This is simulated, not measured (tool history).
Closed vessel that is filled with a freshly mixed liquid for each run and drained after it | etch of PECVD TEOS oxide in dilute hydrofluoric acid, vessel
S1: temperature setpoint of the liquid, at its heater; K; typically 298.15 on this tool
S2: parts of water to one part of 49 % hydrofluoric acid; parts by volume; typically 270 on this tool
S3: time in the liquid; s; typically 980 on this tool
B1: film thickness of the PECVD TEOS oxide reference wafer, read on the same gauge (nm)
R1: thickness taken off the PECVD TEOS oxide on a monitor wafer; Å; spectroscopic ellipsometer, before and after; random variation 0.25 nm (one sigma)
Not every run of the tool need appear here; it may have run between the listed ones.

run,hour,S1,S2,S3,B1,R1
1,0,298.15,270,830,99.98,450.1
2,98.3,298.15,270,980,99.99,530
3,176.1,298.15,270,980,99.99,530.8
4,224.4,298.15,270,980,99.98,530
5,434.6,298.15,270,980,99.98,526.9
6,509.9,298.15,270,980,99.98,527.9
7,559.4,298.15,270,980,100.02,529
8,603.5,300.15,270,980,100,569.1
9,690.4,300.15,270,980,100.04,570.2
10,757.8,298.15,270,610,99.98,328.2
11,826.7,298.15,270,980,100.04,529.8
12,924.4,294.65,375,980,100,306.5
13,974.5,295.15,315,1540,100.02,619.2
14,1037.8,294.15,270,980,100.01,459.9
15,1110.8,298.15,270,980,99.98,533.5
16,1159.1,298.15,400,980,100,316.2
17,1220.3,300.15,205,400,100,327.3
18,1325.4,294.15,190,460,99.97,329.8

Not shown: 3 entries that the log had between the listed runs. Between which runs, and how does the tool's hidden state differ before and after?
From run 8 to run 9: hydrofluoric acid flow meter replaced (hour 623.8)
  both runs share identical hidden conditions
From run 11 to run 12: gauge calibrated (hour 847.4); thermometer replaced (hour 867.5)
  both runs share identical hidden conditions

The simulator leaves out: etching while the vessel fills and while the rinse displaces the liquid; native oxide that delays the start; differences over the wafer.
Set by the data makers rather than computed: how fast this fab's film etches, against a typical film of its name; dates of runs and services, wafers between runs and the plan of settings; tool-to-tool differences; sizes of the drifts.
